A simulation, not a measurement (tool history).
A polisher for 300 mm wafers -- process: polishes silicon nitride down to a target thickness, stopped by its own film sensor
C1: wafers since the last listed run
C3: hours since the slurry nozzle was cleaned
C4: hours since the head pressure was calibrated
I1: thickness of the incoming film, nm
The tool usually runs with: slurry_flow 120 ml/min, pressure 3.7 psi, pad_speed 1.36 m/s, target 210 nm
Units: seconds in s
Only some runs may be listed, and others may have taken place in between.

{"run": 1, "day": 0.0, "slurry_flow": 120, "pressure": 3.7, "pad_speed": 1.06, "target": 127, "C1": 0, "wafers polished on this pad": 492, "C3": 154.3, "C4": 807.7, "I1": 514.6, "seconds": 234.8}
{"run": 2, "day": 1.238, "slurry_flow": 120, "pressure": 3.7, "pad_speed": 1.06, "target": 127, "C1": 245, "wafers polished on this pad": 737, "C3": 184, "C4": 837.4, "I1": 505.6, "seconds": 241.3}
{"run": 3, "day": 2.35, "slurry_flow": 120, "pressure": 3.7, "pad_speed": 1.36, "target": 210, "C1": 220, "wafers polished on this pad": 958, "C3": 210.7, "C4": 864.1, "I1": 501.8, "seconds": 155.6}
{"run": 4, "day": 3.462, "slurry_flow": 120, "pressure": 3.7, "pad_speed": 1.66, "target": 210, "C1": 220, "wafers polished on this pad": 1179, "C3": 237.4, "C4": 890.8, "I1": 514.5, "seconds": 146.4}
{"run": 5, "day": 4.346, "slurry_flow": 120, "pressure": 3.7, "pad_speed": 1.66, "target": 210, "C1": 175, "wafers polished on this pad": 1355, "C3": 258.6, "C4": 912, "I1": 504.5, "seconds": 144.2}
{"day": 4.712, "done": "slurry nozzle cleaned"}
{"run": 6, "day": 4.854, "slurry_flow": 120, "pressure": 3.7, "pad_speed": 1.66, "target": 210, "C1": 92, "wafers polished on this pad": 1447, "C3": 3.4, "C4": 924.2, "I1": 513, "seconds": 130.1}
{"run": 7, "day": 5.604, "slurry_flow": 120, "pressure": 3.7, "pad_speed": 1.36, "target": 210, "C1": 148, "wafers polished on this pad": 1596, "C3": 21.4, "C4": 942.2, "I1": 516.6, "seconds": 164}
{"day": 5.846, "done": "worn pad replaced by a new one"}
{"day": 6.446, "done": "head pressure recalibrated"}
{"run": 8, "day": 6.879, "slurry_flow": 135, "pressure": 3.7, "pad_speed": 1.36, "target": 210, "C1": 203, "wafers polished on this pad": 188, "C3": 52, "C4": 10.4, "I1": 506.3, "seconds": 132.9}
{"run": 9, "day": 8.229, "slurry_flow": 145, "pressure": 3.7, "pad_speed": 1.12, "target": 210, "C1": 268, "wafers polished on this pad": 456, "C3": 84.4, "C4": 42.8, "I1": 515.8, "seconds": 162.7}
{"run": 10, "day": 9.183, "slurry_flow": 120, "pressure": 3.7, "pad_speed": 1.36, "target": 210, "C1": 189, "wafers polished on this pad": 646, "C3": 107.3, "C4": 65.7, "I1": 512.4, "seconds": 149.2}
{"run": 11, "day": 10.233, "slurry_flow": 120, "pressure": 3.7, "pad_speed": 1.36, "target": 275, "C1": 208, "wafers polished on this pad": 855, "C3": 132.5, "C4": 90.9, "I1": 518.2, "seconds": 127.5}
{"run": 12, "day": 10.983, "slurry_flow": 120, "pressure": 4.1, "pad_speed": 1.12, "target": 210, "C1": 148, "wafers polished on this pad": 1003, "C3": 150.5, "C4": 108.9, "I1": 514.9, "seconds": 170.8}
{"run": 13, "day": 12.308, "slurry_flow": 145, "pressure": 3.7, "pad_speed": 1.36, "target": 262, "C1": 263, "wafers polished on this pad": 1267, "C3": 182.3, "C4": 140.7, "I1": 506, "seconds": 126.7}
{"run": 14, "day": 13.642, "slurry_flow": 120, "pressure": 3.7, "pad_speed": 1.36, "target": 210, "C1": 264, "wafers polished on this pad": 1531, "C3": 214.3, "C4": 172.7, "I1": 513.6, "seconds": 177.2}

Measured less the same run without the tool's hidden state. The same run-to-run variation is in both; the gauge's scatter may not be:
The hidden state here: removal rate lost through wear of the pad, %; slurry flow missing at the pad, %; deviation of the head's pressure from its setpoint, %.
run=1 seconds=+32.8
run=2 seconds=+39.5
run=3 seconds=+29.3
run=4 seconds=+31.6
run=5 seconds=+34.6
run=6 seconds=+18.7
run=7 seconds=+30.3
run=8 seconds=+7.9
run=9 seconds=+14.2
run=10 seconds=+18.8
run=11 seconds=+19.8
run=12 seconds=+30.1
run=13 seconds=+25.1
run=14 seconds=+46

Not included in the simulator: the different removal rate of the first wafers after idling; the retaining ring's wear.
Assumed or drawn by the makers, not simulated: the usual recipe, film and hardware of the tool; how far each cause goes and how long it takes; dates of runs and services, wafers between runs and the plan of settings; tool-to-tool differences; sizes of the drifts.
